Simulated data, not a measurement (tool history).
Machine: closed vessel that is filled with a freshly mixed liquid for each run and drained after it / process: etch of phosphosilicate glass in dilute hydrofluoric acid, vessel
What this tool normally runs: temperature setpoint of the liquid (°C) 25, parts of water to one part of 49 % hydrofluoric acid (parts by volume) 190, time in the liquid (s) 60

run     day  temperature setpoint of the liquid (°C)  parts of water to one part of 49 % hydrofluoric acid (parts by volume)  time in the liquid (s)  wafers since the last listed run  hours since the thermometer was replaced  hours since the hydrofluoric acid flow meter was replaced  hours since the gauge calibration  read-back film thickness of the phosphosilicate glass reference wafer, read on the same gauge (nm)  thickness taken off the phosphosilicate glass on a monitor wafer (nm)
  1       0                                       28                                                                     190                      60                                 0                                      1978                                                     1400.3                              213.6                                                                                               80.01                                                                  79.07
  2   1.042                                     22.5                                                                     190                      60                              1883                                      2003                                                     1425.3                              238.6                                                                                               79.99                                                                  64.81
  3   1.517                                       25                                                                     190                      60                               858                                    2014.4                                                     1436.7                                250                                                                                               80.01                                                                  71.69
  4   1.775                                       25                                                                     190                      60                               467                                    2020.6                                                     1442.9                              256.2                                                                                               79.99                                                                  70.36
  5   2.517                                       25                                                                     190                      60                              1340                                    2038.4                                                     1460.7                                274                                                                                               80.04                                                                  70.91
  6     2.8                                       25                                                                     190                      60                               512                                    2045.2                                                     1467.5                              280.8                                                                                               79.95                                                                  71.27
  7   3.296                                       25                                                                     190                      60                               896                                    2057.1                                                     1479.4                              292.7                                                                                               79.98                                                                  71.44
  8   3.967                                       25                                                                     190                      60                              1212                                    2073.2                                                     1495.5                              308.8                                                                                               79.96                                                                  72.05
  9   4.388                                       25                                                                     260                      70                               760                                    2083.3                                                     1505.6                              318.9                                                                                               80.03                                                                   56.1
 10     4.9                                       27                                                                     260                      35                               926                                    2095.6                                                     1517.9                              331.2                                                                                               80.01                                                                  30.11
 11   5.546                                       25                                                                     190                      60                              1167                                    2111.1                                                     1533.4                              346.7                                                                                               79.98                                                                  71.97
 12   6.196                                       25                                                                     190                      45                              1175                                    2126.7                                                       1549                              362.3                                                                                               79.96                                                                  54.09
      7.446  -- thermometer replaced
 13     7.5                                       28                                                                     255                      35                              2282                                       1.3                                                     1580.3                              393.6                                                                                               79.98                                                                  33.25
 14   8.092                                       23                                                                     100                      30                              1069                                      15.5                                                     1594.5                              407.8                                                                                               79.98                                                                  68.44
 15   8.771                                       25                                                                     190                      30                              1227                                      31.8                                                     1610.8                              424.1                                                                                               79.98                                                                  36.42
 16   9.312                                     27.5                                                                     215                      60                               979                                      44.8                                                     1623.8                              437.1                                                                                               80.01                                                                  67.07
      9.954  -- gauge calibrated
 17  10.733                                     22.5                                                                     190                      80                              2568                                      78.9                                                     1657.9                               18.7                                                                                                  80                                                                  86.94
 18  11.154                                       25                                                                     190                      60                               760                                        89                                                       1668                               28.8                                                                                               79.98                                                                  72.21
 19  11.867                                       25                                                                     190                      60                              1288                                     106.1                                                     1685.1                               45.9                                                                                               79.99                                                                  72.38
 20  12.183                                       25                                                                     190                      60                               572                                     113.7                                                     1692.7                               53.5                                                                                               79.98                                                                  71.67
 21  12.871                                       25                                                                     115                      60                              1243                                     130.2                                                     1709.2                                 70                                                                                               79.95                                                                 130.94
 22  13.246                                       28                                                                     190                      60                               678                                     139.2                                                     1718.2                                 79                                                                                               79.99                                                                  80.42
 23   13.75                                     21.5                                                                     190                      60                               911                                     151.3                                                     1730.3                               91.1                                                                                               79.94                                                                  63.07
     15.771  -- hydrofluoric acid flow meter replaced
 24  15.817                                     28.5                                                                     145                      80                              3661                                     200.9                                                        1.1                              140.7                                                                                               79.99                                                                  135.9
 25  16.512                                     27.5                                                                     230                      40                              1258                                     217.6                                                       17.8                              157.4                                                                                               80.06                                                                  36.74
 26  16.804                                       25                                                                     165                      60                               527                                     224.6                                                       24.8                              164.4                                                                                               80.01                                                                  75.24
 27  17.371                                       25                                                                     190                      60                              1024                                     238.2                                                       38.4                                178                                                                                               80.03                                                                  63.69
 28  17.954                                       20                                                                     280                      85                              1054                                     252.2                                                       52.4                                192                                                                                               80.03                                                                  46.89
 29  18.412                                       25                                                                     190                      60                               828                                     263.2                                                       63.4                                203                                                                                               80.04                                                                  64.97
 30  18.688                                       25                                                                     190                      60                               497                                     269.8                                                         70                              209.6                                                                                               80.04                                                                  64.53
 31  19.158                                       21                                                                     115                      35                               851                                     281.1                                                       81.3                              220.9                                                                                               80.02                                                                  57.09
 32    19.6                                       25                                                                     190                      60                               798                                     291.7                                                       91.9                              231.5                                                                                               80.01                                                                  65.11
 33  21.796                                       29                                                                     230                      60                              3970                                     344.4                                                      144.6                              284.2                                                                                               79.98                                                                  60.08

Consider 3 possible next runs. They are alternatives, not a sequence: every one starts from the tool as it was left by run 33. What does each give?
  A  21.825                                       25                                                                     190                      60                                52                                     345.1                                                      145.3                              284.9                                                                                                   ?                                                                      ?
  B  21.825                                     26.5                                                                     190                      60                                52                                     345.1                                                      145.3                              284.9                                                                                                   ?                                                                      ?
  C  21.825                                       20                                                                     155                      70                                52                                     345.1                                                      145.3                              284.9                                                                                                   ?                                                                      ?

run  read-back film thickness of the phosphosilicate glass reference wafer, read on the same gauge (nm)  thickness taken off the phosphosilicate glass on a monitor wafer (nm)
  A                                                                                               80.01                                                                  65.34
  B                                                                                               80.01                                                                  69.02
  C                                                                                               80.01                                                                  80.04
Without the tool's hidden state the same runs would have given:
run  thickness taken off the phosphosilicate glass on a monitor wafer (nm)
  A                                                                  63.64
  B                                                                  67.22
  C                                                                  78.05
